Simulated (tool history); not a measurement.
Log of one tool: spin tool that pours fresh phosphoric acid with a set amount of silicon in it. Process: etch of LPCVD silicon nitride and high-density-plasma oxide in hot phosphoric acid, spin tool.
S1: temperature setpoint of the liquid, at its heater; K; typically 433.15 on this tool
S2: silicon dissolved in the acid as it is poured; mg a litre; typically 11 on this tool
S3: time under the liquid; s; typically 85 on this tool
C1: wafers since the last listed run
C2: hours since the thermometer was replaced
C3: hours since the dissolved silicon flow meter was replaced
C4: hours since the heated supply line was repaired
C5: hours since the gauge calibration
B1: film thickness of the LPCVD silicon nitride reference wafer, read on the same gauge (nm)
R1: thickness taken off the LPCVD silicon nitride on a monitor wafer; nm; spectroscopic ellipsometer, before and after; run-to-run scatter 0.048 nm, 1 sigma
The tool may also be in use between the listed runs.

{"run": 1, "hour": 0.0, "S1": 433.15, "S2": 11, "S3": 85, "C1": 0, "C2": 1391, "C3": 969.8, "C4": 967.1, "C5": 58.7, "B1": 49.97, "R1": 6.18}
{"run": 2, "hour": 57.1, "S1": 433.15, "S2": 11, "S3": 85, "C1": 495, "C2": 1448.1, "C3": 1026.9, "C4": 1024.2, "C5": 115.8, "B1": 49.96, "R1": 6.21}
{"run": 3, "hour": 108.3, "S1": 433.15, "S2": 11, "S3": 115, "C1": 444, "C2": 1499.3, "C3": 1078.1, "C4": 1075.4, "C5": 167, "B1": 50.02, "R1": 8.41}
{"run": 4, "hour": 156.9, "S1": 433.15, "S2": 11, "S3": 115, "C1": 422, "C2": 1547.9, "C3": 1126.7, "C4": 1124, "C5": 215.6, "B1": 50.01, "R1": 8.39}
{"run": 5, "hour": 183.9, "S1": 433.15, "S2": 11, "S3": 115, "C1": 234, "C2": 1574.9, "C3": 1153.7, "C4": 1151, "C5": 242.6, "B1": 49.97, "R1": 8.35}
{"run": 6, "hour": 213.2, "S1": 433.15, "S2": 4.5, "S3": 85, "C1": 254, "C2": 1604.2, "C3": 1183, "C4": 1180.3, "C5": 271.9, "B1": 49.97, "R1": 6.21}
{"run": 7, "hour": 266.9, "S1": 433.15, "S2": 4.5, "S3": 85, "C1": 466, "C2": 1657.9, "C3": 1236.7, "C4": 1234, "C5": 325.6, "B1": 50.05, "R1": 6.13}
{"run": 8, "hour": 327.8, "S1": 433.15, "S2": 4.5, "S3": 85, "C1": 528, "C2": 1718.8, "C3": 1297.6, "C4": 1294.9, "C5": 386.5, "B1": 50, "R1": 6.08}
{"run": 9, "hour": 353.1, "S1": 433.15, "S2": 11, "S3": 100, "C1": 219, "C2": 1744.1, "C3": 1322.9, "C4": 1320.2, "C5": 411.8, "B1": 50, "R1": 7.25}
{"run": 10, "hour": 400.5, "S1": 433.15, "S2": 11, "S3": 85, "C1": 411, "C2": 1791.5, "C3": 1370.3, "C4": 1367.6, "C5": 459.2, "B1": 50.02, "R1": 6.05}
{"run": 11, "hour": 460.9, "S1": 432.15, "S2": 11, "S3": 115, "C1": 524, "C2": 1851.9, "C3": 1430.7, "C4": 1428, "C5": 519.6, "B1": 50, "R1": 7.84}
{"hour": 478.2, "done": "thermometer replaced"}
{"run": 12, "hour": 494.4, "S1": 433.15, "S2": 11, "S3": 85, "C1": 282, "C2": 16.2, "C3": 1464.2, "C4": 1461.5, "C5": 553.1, "B1": 49.96, "R1": 6.01}
{"hour": 673.5, "done": "heated supply line repaired"}
{"run": 13, "hour": 696.3, "S1": 435.65, "S2": 11, "S3": 85, "C1": 1744, "C2": 218.1, "C3": 1666.1, "C4": 22.8, "C5": 755, "B1": 50.05, "R1": 6}
{"hour": 698.7, "done": "gauge calibrated"}
{"run": 14, "hour": 724.0, "S1": 434.15, "S2": 14.5, "S3": 135, "C1": 240, "C2": 245.8, "C3": 1693.8, "C4": 50.5, "C5": 25.3, "B1": 50.02, "R1": 9.11}
{"hour": 732.0, "done": "dissolved silicon flow meter replaced"}
{"run": 15, "hour": 759.2, "S1": 433.15, "S2": 11, "S3": 115, "C1": 296, "C2": 281, "C3": 27.2, "C4": 85.7, "C5": 60.5, "B1": 50.05, "R1": 7.53}
{"run": 16, "hour": 816.5, "S1": 435.15, "S2": 19.5, "S3": 130, "C1": 497, "C2": 338.3, "C3": 84.5, "C4": 143, "C5": 117.8, "B1": 50.01, "R1": 9.07}
{"run": 17, "hour": 866.8, "S1": 431.15, "S2": 16.5, "S3": 100, "C1": 436, "C2": 388.6, "C3": 134.8, "C4": 193.3, "C5": 168.1, "B1": 49.97, "R1": 5.85}
{"hour": 912.2, "done": "heated supply line repaired, repeated, since the last time left the tool worse"}
{"run": 18, "hour": 1026.4, "S1": 433.15, "S2": 11, "S3": 65, "C1": 1377, "C2": 548.2, "C3": 294.4, "C4": 114.2, "C5": 327.7, "B1": 50.03, "R1": 4.97}

Branching from run 18: 5 alternative next runs. What would each branch give?
{"run": "A", "hour": 1026.8, "S1": 433.15, "S2": 11, "S3": 50, "C1": 3, "C2": 548.6, "C3": 294.8, "C4": 114.6, "C5": 328.1, "B1": "?", "R1": "?"}
{"run": "B", "hour": 1026.8, "S1": 433.15, "S2": 15.5, "S3": 85, "C1": 3, "C2": 548.6, "C3": 294.8, "C4": 114.6, "C5": 328.1, "B1": "?", "R1": "?"}
{"run": "C", "hour": 1026.8, "S1": 434.15, "S2": 14, "S3": 135, "C1": 3, "C2": 548.6, "C3": 294.8, "C4": 114.6, "C5": 328.1, "B1": "?", "R1": "?"}
{"run": "D", "hour": 1026.8, "S1": 431.15, "S2": 20, "S3": 85, "C1": 3, "C2": 548.6, "C3": 294.8, "C4": 114.6, "C5": 328.1, "B1": "?", "R1": "?"}
{"run": "E", "hour": 1026.8, "S1": 434.65, "S2": 16, "S3": 50, "C1": 3, "C2": 548.6, "C3": 294.8, "C4": 114.6, "C5": 328.1, "B1": "?", "R1": "?"}

run=A B1=50.01 R1=3.88
run=B B1=50.01 R1=6.59
run=C B1=50.01 R1=10.83
run=D B1=50.01 R1=6.16
run=E B1=50.01 R1=4.08
Had the tool no hidden state, the same runs would have come out as:
run=A R1=3.9
run=B R1=6.64
run=C R1=10.9
run=D R1=6.2
run=E R1=4.1
